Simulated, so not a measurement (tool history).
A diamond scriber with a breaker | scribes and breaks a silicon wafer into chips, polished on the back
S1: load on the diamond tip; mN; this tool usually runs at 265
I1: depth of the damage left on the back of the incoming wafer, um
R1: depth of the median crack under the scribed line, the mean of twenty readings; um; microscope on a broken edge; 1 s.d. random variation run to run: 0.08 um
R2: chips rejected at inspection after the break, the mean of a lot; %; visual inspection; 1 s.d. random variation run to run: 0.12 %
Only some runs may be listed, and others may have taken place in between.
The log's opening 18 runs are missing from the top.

run    hour   S1    I1    R1     R2
      490.7  -- diamond tip replaced by a new one
 19   493.1  295  0.04  8.81   2.34
 20   505.7  265  0.04  8.47   1.63
 21   524.9  201  0.01  7.04   8.11
 22   538.1  210  0.04  7.37   6.40
      550.7  -- load on the tip recalibrated
 23   564.9  206  0.01  7.22   7.29
 24   585.7  344  0.02  9.73   6.16
 25   600.2  265  0.03  8.22   1.82
 26   621.0  203  0.04  7.01   8.65
 27   638.3  202  0.04  7.00   9.27
 28   674.1  231  0.03  7.60   3.91
 29   687.0  186  0.03  6.66  13.41
 30   715.9  224  0.03  7.30   5.30
 31   731.8  226  0.04  7.40   5.33
 32   759.5  306  0.03  8.76   2.51
 33   788.5  265  0.02  8.08   2.08
 34   808.0  265  0.03  8.16   2.11
 35   837.2  214  0.05  7.11   7.44
 36   852.3  308  0.02  8.91   2.39
 37   874.7  265  0.03  7.92   1.96
 38   904.1  290  0.03  8.51   1.86
 39   916.9  265  0.04  7.99   2.30
 40   943.3  265  0.01  8.15   2.22
 41   961.1  226  0.02  7.33   5.36
 42   978.6  306  0.04  8.74   2.13
 43  1000.1  189  0.01  6.56  14.20

What if the next run were any one of these 3? Each begins from the tool's condition after run 43:
  A  1000.7  265  0.01   ?   ?
  B  1000.7  302  0.01   ?   ?
  C  1000.7  299  0.01   ?   ?

run    R1    R2
  A  7.95  2.55
  B  8.60  1.96
  C  8.55  1.91
The same runs, with their run-to-run variation unchanged, on a tool lacking any hidden condition would have given:
run    R1    R2
  A  8.41  1.85
  B  9.10  3.20
  C  9.04  3.00

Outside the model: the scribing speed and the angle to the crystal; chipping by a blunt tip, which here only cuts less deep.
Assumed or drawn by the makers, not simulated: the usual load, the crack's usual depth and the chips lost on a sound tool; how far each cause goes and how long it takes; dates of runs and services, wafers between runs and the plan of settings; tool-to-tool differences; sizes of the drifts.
